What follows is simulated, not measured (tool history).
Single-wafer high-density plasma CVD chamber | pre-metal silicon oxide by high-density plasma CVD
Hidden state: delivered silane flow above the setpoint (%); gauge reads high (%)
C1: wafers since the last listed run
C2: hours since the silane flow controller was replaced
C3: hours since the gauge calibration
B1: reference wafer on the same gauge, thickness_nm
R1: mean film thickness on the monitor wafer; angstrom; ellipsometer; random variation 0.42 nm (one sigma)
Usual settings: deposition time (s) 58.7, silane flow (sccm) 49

{"run": 1, "day": 0.0, "deposition time (s)": 62.4, "silane flow (sccm)": 49, "C1": 0, "C2": 1851.6, "C3": 92, "B1": 283.264, "R1": 2967.84}
{"run": 2, "day": 0.617, "deposition time (s)": 62.5, "silane flow (sccm)": 49, "C1": 334, "C2": 1866.4, "C3": 106.8, "B1": 283.446, "R1": 2978.13}
{"run": 3, "day": 1.292, "deposition time (s)": 62.5, "silane flow (sccm)": 49, "C1": 365, "C2": 1882.6, "C3": 123, "B1": 283.395, "R1": 2978.06}
{"run": 4, "day": 1.825, "deposition time (s)": 62.5, "silane flow (sccm)": 49, "C1": 288, "C2": 1895.4, "C3": 135.8, "B1": 283.641, "R1": 2972.13}
{"run": 5, "day": 2.375, "deposition time (s)": 58.7, "silane flow (sccm)": 49, "C1": 297, "C2": 1908.6, "C3": 149, "B1": 283.888, "R1": 2798.62}
{"run": 6, "day": 2.85, "deposition time (s)": 58.7, "silane flow (sccm)": 49, "C1": 257, "C2": 1920, "C3": 160.4, "B1": 283.681, "R1": 2795.6}
{"run": 7, "day": 4.571, "deposition time (s)": 58.7, "silane flow (sccm)": 49, "C1": 932, "C2": 1961.3, "C3": 201.7, "B1": 283.853, "R1": 2796.27}
{"run": 8, "day": 5.046, "deposition time (s)": 58.7, "silane flow (sccm)": 49, "C1": 257, "C2": 1972.7, "C3": 213.1, "B1": 283.98, "R1": 2808.27}
{"run": 9, "day": 5.392, "deposition time (s)": 58.7, "silane flow (sccm)": 49, "C1": 187, "C2": 1981, "C3": 221.4, "B1": 284.171, "R1": 2800.49}
{"run": 10, "day": 6.004, "deposition time (s)": 54.9, "silane flow (sccm)": 49, "C1": 331, "C2": 1995.7, "C3": 236.1, "B1": 283.993, "R1": 2627.48}
{"run": 11, "day": 6.712, "deposition time (s)": 52.6, "silane flow (sccm)": 45, "C1": 383, "C2": 2012.7, "C3": 253.1, "B1": 284.153, "R1": 2400.14}
{"day": 7.029, "done": "gauge calibrated"}
{"day": 7.208, "done": "silane flow controller replaced"}
{"run": 12, "day": 7.229, "deposition time (s)": 58.7, "silane flow (sccm)": 49, "C1": 99, "C2": 0.5, "C3": 4.8, "B1": 281.253, "R1": 2766.59}
{"run": 13, "day": 7.821, "deposition time (s)": 58.7, "silane flow (sccm)": 49, "C1": 320, "C2": 14.7, "C3": 19, "B1": 281.402, "R1": 2777.48}
{"run": 14, "day": 8.533, "deposition time (s)": 70.1, "silane flow (sccm)": 49, "C1": 385, "C2": 31.8, "C3": 36.1, "B1": 281.988, "R1": 3314.67}
{"run": 15, "day": 9.062, "deposition time (s)": 58.7, "silane flow (sccm)": 49, "C1": 286, "C2": 44.5, "C3": 48.8, "B1": 282.378, "R1": 2778.22}
{"run": 16, "day": 9.55, "deposition time (s)": 58.7, "silane flow (sccm)": 49, "C1": 264, "C2": 56.2, "C3": 60.5, "B1": 282.534, "R1": 2781.64}
{"run": 17, "day": 9.979, "deposition time (s)": 53.3, "silane flow (sccm)": 53, "C1": 232, "C2": 66.5, "C3": 70.8, "B1": 282.474, "R1": 2631.6}
{"run": 18, "day": 10.575, "deposition time (s)": 53.2, "silane flow (sccm)": 44, "C1": 322, "C2": 80.8, "C3": 85.1, "B1": 282.384, "R1": 2392.94}
{"run": 19, "day": 10.825, "deposition time (s)": 58.7, "silane flow (sccm)": 52, "C1": 135, "C2": 86.8, "C3": 91.1, "B1": 282.693, "R1": 2874.39}
{"run": 20, "day": 11.138, "deposition time (s)": 67.1, "silane flow (sccm)": 41, "C1": 169, "C2": 94.3, "C3": 98.6, "B1": 282.662, "R1": 2922.98}
{"run": 21, "day": 11.504, "deposition time (s)": 58.7, "silane flow (sccm)": 46, "C1": 198, "C2": 103.1, "C3": 107.4, "B1": 282.936, "R1": 2702.14}

Some steps in R1 between neighbouring runs. How much of each would the tool show without its hidden state too (settings, what came in, random variation), and how much is left for the hidden state, with any gauge scatter that isn't in both results?
Run 11 -> 12: deposition time (s) 52.6 -> 58.7, silane flow (sccm) 45 -> 49, gauge calibrated, silane flow controller replaced. R1 +366.45 angstrom: hidden state -24.34, all else +390.79.
Run 13 -> 14: deposition time (s) 58.7 -> 70.1. R1 +537.19 angstrom: hidden state +5.25, all else +531.94.
Run 14 -> 15: deposition time (s) 70.1 -> 58.7. R1 -536.45 angstrom: hidden state +0.53, all else -536.98.
